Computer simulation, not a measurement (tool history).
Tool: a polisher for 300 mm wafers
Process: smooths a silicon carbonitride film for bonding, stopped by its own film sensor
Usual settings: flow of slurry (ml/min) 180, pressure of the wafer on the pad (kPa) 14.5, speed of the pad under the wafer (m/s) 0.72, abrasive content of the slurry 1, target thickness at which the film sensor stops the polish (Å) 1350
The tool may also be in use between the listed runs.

run   hour  flow of slurry (ml/min)  pressure of the wafer on the pad (kPa)  speed of the pad under the wafer (m/s)  abrasive content of the slurry  target thickness at which the film sensor stops the polish (Å)  incoming thickness of the incoming film, nm  time until the film sensor stopped the polish (s)
  1      0                      180                                    14.5                                    0.72                               1                                                            1330                                        149.8                                                 76
  2   27.6                      180                                    14.5                                    0.72                               1                                                            1350                                        150.4                                               70.3
  3   56.8                      180                                    14.5                                    0.72                               1                                                            1350                                        148.4                                               62.7
      67.2  -- worn pad replaced by a new one
  4   76.4                      180                                    14.5                                    0.72                               1                                                            1350                                        150.8                                               73.8
      96.4  -- head pressure recalibrated
  5  105.2                      180                                    14.5                                    0.72                               1                                                            1350                                        148.8                                               62.1
  6  131.9                      180                                    14.5                                    0.72                               1                                                            1350                                        148.9                                               63.8
  7    150                      180                                    14.5                                     0.8                               1                                                            1380                                        148.4                                               45.8
  8  181.4                      215                                    14.5                                    0.72                               1                                                            1380                                        151.3                                               59.2
  9  199.9                      180                                    14.5                                    0.72                               1                                                            1350                                        149.6                                                 68
 10  232.7                      180                                    14.5                                    0.72                            1.25                                                            1350                                        151.2                                               66.7
 11  261.3                      130                                    14.5                                    0.72                            1.25                                                            1350                                        149.9                                               66.3
 12  289.4                      180                                      11                                    0.72                               1                                                            1350                                        150.8                                               95.5
     316.1  -- slurry blender recalibrated
 13  316.6                      180                                    14.5                                    0.72                             1.1                                                            1390                                        148.2                                               41.1
     321.3  -- worn pad replaced by a new one
 14  343.9                      180                                    14.5                                    0.72                               1                                                            1350                                        149.3                                               66.5
 15  356.1                      240                                    14.5                                     0.9                               1                                                            1380                                        149.9                                               46.6
 16    376                      180                                    14.5                                    0.72                            0.75                                                            1350                                        150.8                                               84.4
 17  394.6                      180                                    12.4                                    0.58                            1.25                                                            1370                                        149.8                                               71.3
 18  409.9                      180                                    14.5                                    0.62                               1                                                            1350                                        148.9                                               69.5
 19  466.7                      180                                    14.5                                    0.72                             1.2                                                            1350                                        149.9                                               62.2
 20    493                      180                                    11.7                                    0.72                             1.3                                                            1380                                        150.3                                               61.2
 21    517                      180                                    17.9                                     0.6                            0.75                                                            1320                                        151.8                                               96.5
 22  549.3                      180                                    14.5                                    0.72                               1                                                            1350                                        148.1                                               59.2
 23  575.4                      180                                    14.5                                    0.72                             0.7                                                            1350                                        149.5                                               83.4
       581  -- worn pad replaced by a new one
 24  595.9                      220                                    14.5                                    0.72                               1                                                            1350                                        149.4                                               63.3
 25    624                      180                                    12.4                                    0.58                            1.25                                                            1370                                          149                                               67.2
 26  637.2                      180                                    14.5                                    0.72                               1                                                            1400                                        149.1                                                 42
 27  670.8                      150                                    17.9                                    0.94                               1                                                            1350                                          151                                               51.7
 28  705.1                      180                                    14.5                                    0.72                               1                                                            1350                                        149.4                                                 66
 29  735.3                      180                                    14.5                                    0.96                               1                                                            1300                                        148.9                                                 72

Run 30 comes next. What will it give?
 30  750.9                      180                                    11.7                                    0.72                               1                                                            1340                                          151                                                  ?

time until the film sensor stopped the polish (s): 96.7
Without the tool's hidden state the same run would have given time until the film sensor stopped the polish (s) 96.7.
